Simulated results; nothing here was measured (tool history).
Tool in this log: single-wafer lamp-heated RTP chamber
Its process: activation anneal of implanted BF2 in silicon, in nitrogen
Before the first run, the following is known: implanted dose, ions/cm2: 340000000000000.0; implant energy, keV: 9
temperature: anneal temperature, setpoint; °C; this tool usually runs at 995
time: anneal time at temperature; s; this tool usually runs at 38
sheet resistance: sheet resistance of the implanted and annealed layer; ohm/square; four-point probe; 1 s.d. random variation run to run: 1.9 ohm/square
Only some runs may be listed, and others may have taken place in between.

run,day,temperature,time,wafers since the last listed run,wafers since the last pyrometer calibration,wafers since the reflector plate was cleaned,hours since the gauge calibration,"read-back reference wafer on the same gauge, sheet resistance",sheet resistance
1,0.000,995,38,0,6027,7682,1481.0,515.38,465.32
# day 4.300: gauge calibrated
# day 5.258: reflector plate cleaned
# day 5.892: pyrometer window cleaned and pyrometer calibrated
2,13.475,995,38,4463,2643,2747,220.2,515.87,476.62
3,16.121,995,38,922,3565,3669,283.7,515.93,473.41
4,19.108,995,38,1041,4606,4710,355.4,515.87,466.51
5,22.842,1015,38,1301,5907,6011,445.0,516.53,446.18
6,26.717,995,38,1350,7257,7362,538.0,516.02,462.54
# day 28.871: pyrometer window cleaned and pyrometer calibrated
# day 30.250: reflector plate cleaned
7,30.271,995,21,1006,371,7,623.3,515.88,502.65
8,32.317,995,38,712,1084,720,672.4,515.42,477.99
9,35.842,995,38,1228,2312,1949,757.0,515.37,474.85
10,39.842,995,38,1393,3706,3343,853.0,516.33,474.56
11,43.812,995,38,1383,5090,4727,948.3,516.17,468.38
12,47.025,995,38,1119,6209,5846,1025.4,515.87,467.80
13,51.108,995,38,1423,7632,7269,1123.4,515.95,464.24
# day 51.471: pyrometer window cleaned and pyrometer calibrated
14,55.471,995,38,1404,1393,8673,1228.1,515.99,472.06
# day 56.779: gauge calibrated
15,59.446,995,26,1385,2778,10058,64.0,516.53,480.35
# day 60.758: reflector plate cleaned
16,61.046,995,26,441,3220,100,102.4,516.51,487.28
17,65.433,995,38,1529,4749,1629,207.7,515.59,473.25
18,66.975,985,28,537,5286,2166,244.7,516.03,494.24
19,70.038,973,38,1067,6353,3233,318.2,516.52,500.22
20,73.704,1009,44,1277,7631,4511,406.2,516.29,448.75
# day 76.817: pyrometer window cleaned and pyrometer calibrated
21,80.200,995,24,2147,1178,6658,562.1,515.85,487.69
22,84.179,966,49,1386,2565,8045,657.6,516.14,501.67
23,86.600,995,18,843,3409,8889,715.7,515.93,492.82
# day 90.167: reflector plate cleaned
24,90.188,995,38,1134,4543,6,801.8,515.51,474.30
25,93.983,1003,31,1322,5866,1329,892.9,515.44,468.16
# day 96.375: pyrometer window cleaned and pyrometer calibrated
26,96.396,977,48,724,7,2053,950.8,516.37,497.13
27,98.108,985,55,596,604,2650,991.9,516.17,478.98
28,102.262,985,38,1447,2052,4098,1091.6,516.71,484.02
29,105.204,1020,23,1025,3077,5123,1162.2,516.11,458.52
30,106.917,995,45,596,3674,5720,1203.3,516.56,462.03
31,109.675,995,38,961,4635,6681,1269.5,516.26,465.69
32,113.221,974,26,1235,5871,7917,1354.6,516.49,502.76

Forecast each of these 4 alternatives for the next run:
A,113.238,1006,38,5,5876,7923,1355.0,?,?
B,113.238,974,44,5,5876,7923,1355.0,?,?
C,113.238,1022,38,5,5876,7923,1355.0,?,?
D,113.238,978,38,5,5876,7923,1355.0,?,?

run,"read-back reference wafer on the same gauge, sheet resistance",sheet resistance
A,516.03,453.71
B,516.03,485.37
C,516.03,436.32
D,516.03,484.54
Without the tool's hidden state the same runs would have given:
run,sheet resistance
A,470.82
B,512.53
C,453.94
D,510.34

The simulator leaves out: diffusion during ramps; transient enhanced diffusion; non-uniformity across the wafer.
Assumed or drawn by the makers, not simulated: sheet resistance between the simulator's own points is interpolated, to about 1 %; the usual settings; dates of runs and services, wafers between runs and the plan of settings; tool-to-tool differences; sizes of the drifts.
